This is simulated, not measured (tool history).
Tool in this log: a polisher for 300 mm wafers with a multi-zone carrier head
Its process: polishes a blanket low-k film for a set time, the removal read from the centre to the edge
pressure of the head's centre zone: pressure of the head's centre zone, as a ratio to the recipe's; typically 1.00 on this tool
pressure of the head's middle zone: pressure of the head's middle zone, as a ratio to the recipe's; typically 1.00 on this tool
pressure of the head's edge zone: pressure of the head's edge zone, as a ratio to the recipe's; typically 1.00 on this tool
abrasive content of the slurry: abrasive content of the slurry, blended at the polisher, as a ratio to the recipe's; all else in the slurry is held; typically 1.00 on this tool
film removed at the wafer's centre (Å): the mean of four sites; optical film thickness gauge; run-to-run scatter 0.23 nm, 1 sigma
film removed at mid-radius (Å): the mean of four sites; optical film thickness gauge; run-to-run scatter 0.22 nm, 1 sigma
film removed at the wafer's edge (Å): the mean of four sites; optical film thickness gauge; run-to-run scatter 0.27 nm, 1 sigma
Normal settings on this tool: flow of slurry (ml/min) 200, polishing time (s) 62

| run | day | flow of slurry (ml/min) | pressure of the head's centre zone | pressure of the head's middle zone | pressure of the head's edge zone | abrasive content of the slurry | polishing time (s) | incoming thickness of the incoming film, nm | film removed at the wafer's centre (Å) | film removed at mid-radius (Å) | film removed at the wafer's edge (Å) |
|---|---|---|---|---|---|---|---|---|---|---|---|
| 1 | 0.000 | 200 | 0.90 | 1.00 | 1.00 | 1.00 | 62 | 358.5 | 231 | 255 | 266 |
|  | 3.117 | worn pad replaced by a new one |
| 2 | 3.138 | 200 | 1.00 | 1.00 | 1.00 | 1.00 | 62 | 356.0 | 248 | 250 | 262 |
| 3 | 4.879 | 200 | 1.00 | 1.00 | 1.00 | 1.00 | 62 | 356.2 | 240 | 250 | 265 |
| 4 | 7.629 | 200 | 1.00 | 1.00 | 1.00 | 1.00 | 62 | 357.1 | 229 | 252 | 260 |
|  | 9.004 | centre zone pressure recalibrated |
| 5 | 9.483 | 200 | 1.00 | 1.00 | 1.00 | 1.00 | 62 | 364.3 | 254 | 246 | 264 |
| 6 | 11.033 | 200 | 1.00 | 1.00 | 1.00 | 1.00 | 62 | 362.3 | 255 | 247 | 262 |
|  | 11.921 | slurry nozzle cleaned |
| 7 | 12.546 | 200 | 1.00 | 1.00 | 1.00 | 1.00 | 62 | 357.0 | 270 | 264 | 271 |
|  | 12.642 | edge zone pressure recalibrated |
| 8 | 15.633 | 200 | 1.00 | 1.00 | 1.00 | 1.00 | 62 | 356.7 | 262 | 252 | 268 |
|  | 18.250 | worn pad replaced by a new one |
| 9 | 19.792 | 150 | 1.10 | 0.97 | 1.00 | 1.00 | 62 | 355.9 | 252 | 227 | 252 |
| 10 | 22.996 | 200 | 1.00 | 1.00 | 0.95 | 1.00 | 62 | 362.9 | 235 | 248 | 256 |
|  | 23.167 | centre zone pressure recalibrated |
|  | 25.412 | slurry nozzle cleaned |
| 11 | 27.088 | 200 | 1.00 | 1.00 | 1.00 | 1.00 | 62 | 357.9 | 268 | 255 | 267 |
| 12 | 29.975 | 200 | 1.00 | 1.00 | 1.00 | 1.00 | 62 | 362.2 | 259 | 254 | 268 |
|  | 32.075 | worn pad replaced by a new one |
| 13 | 33.950 | 200 | 1.00 | 1.09 | 1.00 | 1.00 | 62 | 356.5 | 245 | 269 | 265 |
|  | 37.854 | centre zone pressure recalibrated |
| 14 | 38.225 | 240 | 1.00 | 1.00 | 0.91 | 1.00 | 62 | 361.7 | 261 | 255 | 256 |
|  | 39.371 | carrier head's membrane replaced by a new one |
|  | 39.771 | slurry nozzle cleaned |
|  | 40.054 | edge zone pressure recalibrated |
| 15 | 41.754 | 200 | 1.00 | 1.00 | 1.00 | 1.00 | 50 | 361.9 | 211 | 208 | 213 |
| 16 | 43.721 | 200 | 1.00 | 1.00 | 1.00 | 1.00 | 62 | 359.3 | 258 | 255 | 269 |
| 17 | 46.371 | 150 | 1.00 | 1.12 | 0.96 | 1.00 | 45 | 362.1 | 166 | 186 | 182 |
|  | 47.362 | worn pad replaced by a new one |
| 18 | 48.625 | 200 | 0.88 | 1.00 | 1.00 | 0.90 | 62 | 358.4 | 199 | 237 | 250 |
| 19 | 52.129 | 150 | 1.00 | 1.12 | 0.96 | 1.00 | 45 | 357.0 | 154 | 186 | 175 |
|  | 53.133 | centre zone pressure recalibrated |
| 20 | 55.408 | 200 | 1.00 | 1.00 | 1.00 | 1.25 | 62 | 363.1 | 284 | 273 | 284 |

Forecast each of these 5 alternatives for the next run:
| A | 55.425 | 200 | 1.00 | 1.00 | 1.00 | 1.00 | 41 | 354.7 | ? | ? | ? |
| B | 55.425 | 145 | 1.00 | 1.00 | 1.00 | 1.00 | 62 | 354.7 | ? | ? | ? |
| C | 55.425 | 200 | 0.93 | 1.00 | 1.00 | 1.00 | 62 | 354.7 | ? | ? | ? |
| D | 55.425 | 265 | 1.00 | 1.00 | 1.00 | 1.00 | 62 | 354.7 | ? | ? | ? |
| E | 55.425 | 200 | 1.00 | 1.00 | 1.00 | 0.90 | 62 | 354.7 | ? | ? | ? |

| run | film removed at the wafer's centre (Å) | film removed at mid-radius (Å) | film removed at the wafer's edge (Å) |
|---|---|---|---|
| A | 171 | 163 | 176 |
| B | 235 | 227 | 251 |
| C | 241 | 247 | 267 |
| D | 274 | 260 | 277 |
| E | 247 | 236 | 254 |
What these runs would have given with no unlogged condition in the tool:
| run | film removed at the wafer's centre (Å) | film removed at mid-radius (Å) | film removed at the wafer's edge (Å) |
|---|---|---|---|
| A | 180 | 173 | 183 |
| B | 254 | 245 | 265 |
| C | 253 | 261 | 277 |
| D | 284 | 271 | 285 |
| E | 259 | 249 | 264 |

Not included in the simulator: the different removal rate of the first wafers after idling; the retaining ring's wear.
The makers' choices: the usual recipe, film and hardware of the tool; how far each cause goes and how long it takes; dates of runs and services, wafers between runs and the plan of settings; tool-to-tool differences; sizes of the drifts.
